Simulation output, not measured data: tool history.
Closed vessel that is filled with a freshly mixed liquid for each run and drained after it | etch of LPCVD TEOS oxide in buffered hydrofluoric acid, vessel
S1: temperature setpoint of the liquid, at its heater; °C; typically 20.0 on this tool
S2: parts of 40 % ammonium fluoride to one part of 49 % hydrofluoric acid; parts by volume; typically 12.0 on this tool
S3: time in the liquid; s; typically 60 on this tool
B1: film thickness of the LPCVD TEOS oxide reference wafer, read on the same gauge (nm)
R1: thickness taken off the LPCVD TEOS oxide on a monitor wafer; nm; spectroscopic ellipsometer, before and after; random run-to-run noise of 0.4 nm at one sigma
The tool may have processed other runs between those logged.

| run | hour | S1 | S2 | S3 | B1 | R1 |
|---|---|---|---|---|---|---|
| 1 | 0.0 | 20.0 | 12.0 | 60 | 40.02 | 52.98 |
| 2 | 10.0 | 20.0 | 12.0 | 60 | 40.00 | 52.55 |
| 3 | 19.0 | 20.0 | 12.0 | 60 | 39.99 | 52.55 |
| 4 | 27.5 | 20.0 | 12.0 | 60 | 39.99 | 52.56 |
| 5 | 34.4 | 20.0 | 12.0 | 60 | 39.97 | 52.19 |
| 6 | 43.0 | 20.0 | 12.0 | 60 | 39.96 | 52.54 |
| 7 | 52.0 | 20.0 | 12.0 | 60 | 40.00 | 52.26 |
| 8 | 58.5 | 20.0 | 14.5 | 60 | 39.98 | 43.74 |
| 9 | 68.1 | 20.0 | 14.5 | 60 | 40.00 | 43.65 |
| 10 | 82.8 | 20.0 | 12.0 | 60 | 40.02 | 52.03 |
| 11 | 90.0 | 20.0 | 12.0 | 60 | 40.00 | 51.91 |
| 12 | 106.5 | 20.0 | 12.0 | 60 | 40.05 | 52.34 |
| 13 | 116.7 | 20.0 | 12.0 | 60 | 40.02 | 52.32 |
| 14 | 122.8 | 17.0 | 16.0 | 75 | 40.02 | 41.57 |
| 15 | 137.1 | 20.0 | 12.0 | 60 | 40.01 | 51.72 |
| 16 | 151.2 | 20.0 | 14.5 | 60 | 40.00 | 43.22 |
| 17 | 164.3 | 18.0 | 12.0 | 80 | 39.99 | 61.22 |
| 18 | 201.0 | 20.0 | 7.5 | 60 | 39.98 | 90.85 |
| 19 | 210.9 | 18.5 | 12.0 | 45 | 39.99 | 39.95 |
| 20 | 219.7 | 20.0 | 12.0 | 60 | 40.01 | 57.99 |
| 21 | 226.6 | 18.5 | 8.5 | 50 | 40.00 | 60.49 |
| 22 | 241.9 | 18.0 | 9.0 | 60 | 39.98 | 74.96 |
| 23 | 248.1 | 17.0 | 14.0 | 45 | 39.97 | 35.67 |
| 24 | 265.3 | 17.5 | 12.0 | 40 | 40.00 | 37.48 |
| 25 | 272.7 | 20.0 | 12.0 | 60 | 40.03 | 64.84 |
| 26 | 284.6 | 17.0 | 8.5 | 40 | 40.00 | 49.71 |
| 27 | 291.6 | 20.0 | 12.0 | 60 | 39.99 | 65.23 |
| 28 | 300.4 | 20.0 | 12.0 | 60 | 40.04 | 65.63 |
| 29 | 317.0 | 22.0 | 12.0 | 60 | 40.01 | 72.59 |
| 30 | 334.3 | 24.0 | 17.0 | 90 | 39.98 | 86.73 |
| 31 | 351.8 | 20.0 | 12.0 | 60 | 40.02 | 65.10 |
| 32 | 365.9 | 17.0 | 10.0 | 60 | 40.03 | 64.11 |

Not shown here: 3 entries made in the log between runs. Locate each between two listed runs and compare the hidden state at the listed run before it with the hidden state at the listed run after it:
Between runs 17 and 18: hydrofluoric acid flow meter replaced (hour 196.9)
  liquid colder than its thermometer reads (K): 2.72 -> 2.76; hydrofluoric acid flow below the setpoint (%): 11.6 -> 0.277
  the result without the hidden state subtracted from the measured one, R1: -19.50 -> -15.64 nm
Between runs 21 and 22: thermometer replaced (hour 240.1)
  liquid colder than its thermometer reads (K): 2.79 -> 0.609; hydrofluoric acid flow below the setpoint (%): 0.454 -> 0.56
  the result without the hidden state subtracted from the measured one, R1: -10.79 -> -2.92 nm
Between runs 22 and 23: gauge calibrated (hour 242.3)
  liquid colder than its thermometer reads (K): 0.609 -> 0.615; hydrofluoric acid flow below the setpoint (%): 0.56 -> 0.603
  the result without the hidden state subtracted from the measured one, R1: -2.92 -> -1.51 nm
